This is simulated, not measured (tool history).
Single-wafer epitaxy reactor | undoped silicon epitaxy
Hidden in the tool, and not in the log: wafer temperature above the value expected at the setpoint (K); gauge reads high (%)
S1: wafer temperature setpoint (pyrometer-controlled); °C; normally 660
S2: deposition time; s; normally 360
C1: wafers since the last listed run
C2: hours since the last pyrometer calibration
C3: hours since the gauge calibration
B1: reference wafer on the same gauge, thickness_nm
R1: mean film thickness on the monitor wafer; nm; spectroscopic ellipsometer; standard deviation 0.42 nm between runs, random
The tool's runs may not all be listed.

run,hour,S1,S2,C1,C2,C3,B1,R1
1,0.0,660,360,0,1473.9,564.9,80.817,75.263
2,107.9,660,360,372,1581.8,672.8,80.613,75.069
3,171.7,660,360,220,1645.6,736.6,80.576,74.402
4,222.1,653,340,174,1696.0,787.0,80.795,60.612
5,311.1,653,340,307,1785.0,876.0,80.601,60.460
6,357.0,653,340,158,1830.9,921.9,80.566,60.493
7,430.2,660,331,252,1904.1,995.1,80.414,68.558
8,504.2,660,331,255,1978.1,1069.1,80.734,69.224
9,545.6,660,331,142,2019.5,1110.5,80.527,68.611
10,593.0,660,360,163,2066.9,1157.9,80.561,74.635
# hour 656.5: gauge calibrated
11,697.8,654,360,361,2171.7,41.3,80.475,65.362
12,802.6,654,360,361,2276.5,146.1,80.706,65.272
13,896.4,654,360,323,2370.3,239.9,80.485,65.105
14,957.5,667,293,210,2431.4,301.0,80.671,70.742
# hour 982.6: pyrometer calibrated
15,1060.8,646,338,329,78.2,404.3,80.562,60.992
16,1109.6,660,331,168,127.0,453.1,80.584,80.689
17,1195.5,660,360,296,212.9,539.0,80.473,86.798
# hour 1269.3: pyrometer calibrated, repeated, since the last time left the tool worse
18,1489.2,660,389,986,219.9,832.7,80.656,85.040
19,1552.2,668,360,217,282.9,895.7,80.782,93.240
20,1697.6,648,335,502,428.3,1041.1,80.658,55.981
21,1775.9,660,360,270,506.6,1119.4,80.723,77.176
# hour 1869.0: gauge calibrated
22,1869.9,673,360,324,600.6,0.9,80.577,101.571
23,1927.9,675,424,200,658.6,58.9,80.679,123.742
24,2009.4,653,334,281,740.1,140.4,80.608,61.596
25,2064.8,670,383,191,795.5,195.8,80.542,99.868
26,2144.0,650,334,273,874.7,275.0,80.499,56.300

Here are 3 independent what-if runs from the current tool condition. What would each one return?
A,2144.5,667,360,1,875.2,275.5,?,?
B,2144.5,673,307,1,875.2,275.5,?,?
C,2144.5,650,381,1,875.2,275.5,?,?

run,B1,R1
A,80.683,88.666
B,80.683,85.818
C,80.683,64.964
Stripped of hidden state, with their random variation kept, the same runs would have yielded:
run,R1
A,91.965
B,88.969
C,67.473
